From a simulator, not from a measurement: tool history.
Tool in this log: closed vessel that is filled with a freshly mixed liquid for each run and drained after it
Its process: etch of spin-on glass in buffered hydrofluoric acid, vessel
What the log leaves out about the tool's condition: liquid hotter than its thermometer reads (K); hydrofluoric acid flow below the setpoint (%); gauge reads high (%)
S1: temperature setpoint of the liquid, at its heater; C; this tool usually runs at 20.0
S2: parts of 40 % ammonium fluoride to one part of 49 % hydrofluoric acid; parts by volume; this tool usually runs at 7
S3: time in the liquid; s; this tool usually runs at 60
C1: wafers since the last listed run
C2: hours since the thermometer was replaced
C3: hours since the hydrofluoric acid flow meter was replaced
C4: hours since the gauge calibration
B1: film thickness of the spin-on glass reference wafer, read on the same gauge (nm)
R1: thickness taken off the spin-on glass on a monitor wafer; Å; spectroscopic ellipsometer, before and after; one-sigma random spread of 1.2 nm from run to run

run 1 hour=0.0 | S1=20.0 S2=7 S3=60 | C1=0 C2=1806.0 C3=1020.7 C4=13.1 | B1=50.01 | R1=1380.2
run 2 hour=11.0 | S1=20.0 S2=7 S3=60 | C1=726 C2=1817.0 C3=1031.7 C4=24.1 | B1=49.99 | R1=1353.9
run 3 hour=64.6 | S1=20.0 S2=7 S3=60 | C1=3539 C2=1870.6 C3=1085.3 C4=77.7 | B1=49.99 | R1=1344.2
run 4 hour=74.1 | S1=20.0 S2=7 S3=75 | C1=627 C2=1880.1 C3=1094.8 C4=87.2 | B1=50.01 | R1=1698.5
-- hour=114.3 gauge calibrated
run 5 hour=119.6 | S1=20.0 S2=7 S3=75 | C1=3004 C2=1925.6 C3=1140.3 C4=5.3 | B1=49.98 | R1=1719.0
run 6 hour=127.3 | S1=20.0 S2=7 S3=60 | C1=508 C2=1933.3 C3=1148.0 C4=13.0 | B1=49.98 | R1=1374.1
run 7 hour=134.7 | S1=20.0 S2=7 S3=60 | C1=488 C2=1940.7 C3=1155.4 C4=20.4 | B1=49.99 | R1=1357.7
run 8 hour=148.3 | S1=20.0 S2=7 S3=60 | C1=898 C2=1954.3 C3=1169.0 C4=34.0 | B1=49.98 | R1=1358.5
run 9 hour=157.6 | S1=20.0 S2=7 S3=60 | C1=614 C2=1963.6 C3=1178.3 C4=43.3 | B1=49.99 | R1=1377.7
run 10 hour=167.5 | S1=20.0 S2=7 S3=60 | C1=653 C2=1973.5 C3=1188.2 C4=53.2 | B1=50.00 | R1=1374.3
run 11 hour=184.2 | S1=20.0 S2=7 S3=80 | C1=1102 C2=1990.2 C3=1204.9 C4=69.9 | B1=50.01 | R1=1826.3
run 12 hour=194.1 | S1=20.0 S2=5 S3=40 | C1=653 C2=2000.1 C3=1214.8 C4=79.8 | B1=50.01 | R1=1231.7

What does the tool deliver on the next run?
-- hour=198.1 hydrofluoric acid flow meter replaced
run 13 hour=201.9 | S1=21.5 S2=10 S3=60 | C1=449 C2=2007.9 C3=3.8 C4=87.6 | B1=? | R1=?

For run 13 the tool returned B1 49.99, R1 1047.0 Å.
With no hidden state in the tool, this same run would have given R1 1047.0 Å.
